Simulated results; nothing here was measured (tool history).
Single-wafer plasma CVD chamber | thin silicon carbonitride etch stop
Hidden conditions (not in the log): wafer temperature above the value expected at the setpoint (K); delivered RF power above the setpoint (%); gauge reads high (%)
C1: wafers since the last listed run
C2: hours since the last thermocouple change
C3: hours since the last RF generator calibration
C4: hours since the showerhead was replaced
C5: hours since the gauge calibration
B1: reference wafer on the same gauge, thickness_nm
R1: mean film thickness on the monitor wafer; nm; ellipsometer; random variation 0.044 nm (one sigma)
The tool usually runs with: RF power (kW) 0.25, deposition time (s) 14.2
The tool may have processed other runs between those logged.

Run 1, hour 0: usual settings but RF power (kW) 0.22; C1 0; C2 2233.9; C3 416.2; C4 2289; C5 239.5; B1 8.865. Result: R1 8.399 nm.
Run 2, hour 31.8: usual settings but RF power (kW) 0.22; C1 838; C2 2265.7; C3 448; C4 2320.8; C5 271.3; B1 8.872. Result: R1 8.492 nm.
Run 3, hour 88.5: usual settings but RF power (kW) 0.26; C1 1495; C2 2322.4; C3 504.7; C4 2377.5; C5 328; B1 8.866. Result: R1 8.937 nm.
Run 4, hour 133: usual settings but RF power (kW) 0.26; C1 1173; C2 2366.9; C3 549.2; C4 2422; C5 372.5; B1 8.876. Result: R1 8.998 nm.
Run 5, hour 158.4: usual settings but RF power (kW) 0.27; C1 669; C2 2392.3; C3 574.6; C4 2447.4; C5 397.9; B1 8.875. Result: R1 9.049 nm.
Run 6, hour 191: usual settings but RF power (kW) 0.27; C1 859; C2 2424.9; C3 607.2; C4 2480; C5 430.5; B1 8.871. Result: R1 9.044 nm.
Run 7, hour 218.6: usual settings but RF power (kW) 0.21; C1 727; C2 2452.5; C3 634.8; C4 2507.6; C5 458.1; B1 8.87. Result: R1 8.359 nm.
Run 8, hour 271.7: usual settings but RF power (kW) 0.21; C1 1400; C2 2505.6; C3 687.9; C4 2560.7; C5 511.2; B1 8.871. Result: R1 8.317 nm.
Run 9, hour 298.9: usual settings but deposition time (s) 15.9; C1 717; C2 2532.8; C3 715.1; C4 2587.9; C5 538.4; B1 8.876. Result: R1 9.917 nm.
Run 10, hour 365: usual settings but deposition time (s) 15.9; C1 1743; C2 2598.9; C3 781.2; C4 2654; C5 604.5; B1 8.87. Result: R1 9.939 nm.
Run 11, hour 397: usual settings but RF power (kW) 0.235; C1 843; C2 2630.9; C3 813.2; C4 2686; C5 636.5; B1 8.871. Result: R1 8.643 nm.
Run 12, hour 422.4: usual settings; C1 669; C2 2656.3; C3 838.6; C4 2711.4; C5 661.9; B1 8.871. Result: R1 8.803 nm.
Run 13, hour 482.5: usual settings; C1 1585; C2 2716.4; C3 898.7; C4 2771.5; C5 722; B1 8.864. Result: R1 8.706 nm.
Run 14, hour 516.4: usual settings; C1 894; C2 2750.3; C3 932.6; C4 2805.4; C5 755.9; B1 8.857. Result: R1 8.679 nm.
At hour 556.6: RF generator calibrated.
Run 15, hour 571.7: usual settings; C1 1247; C2 2805.6; C3 15.1; C4 2860.7; C5 811.2; B1 8.866. Result: R1 8.619 nm.
Run 16, hour 631.7: usual settings but RF power (kW) 0.225, deposition time (s) 15; C1 1582; C2 2865.6; C3 75.1; C4 2920.7; C5 871.2; B1 8.872. Result: R1 8.793 nm.
Run 17, hour 700.9: usual settings but RF power (kW) 0.295, deposition time (s) 15.8; C1 1825; C2 2934.8; C3 144.3; C4 2989.9; C5 940.4; B1 8.867. Result: R1 10.115 nm.

Expected results for the next run?
At hour 743.6: showerhead replaced.
Run 18, hour 756: usual settings; C1 1242; C2 2989.9; C3 199.4; C4 12.4; C5 995.5; B1 ?. Result: R1 ?.

Run 18 produced B1 8.866, R1 8.532 nm.
The same run, on a tool lacking any hidden state, would have yielded R1 8.847 nm.

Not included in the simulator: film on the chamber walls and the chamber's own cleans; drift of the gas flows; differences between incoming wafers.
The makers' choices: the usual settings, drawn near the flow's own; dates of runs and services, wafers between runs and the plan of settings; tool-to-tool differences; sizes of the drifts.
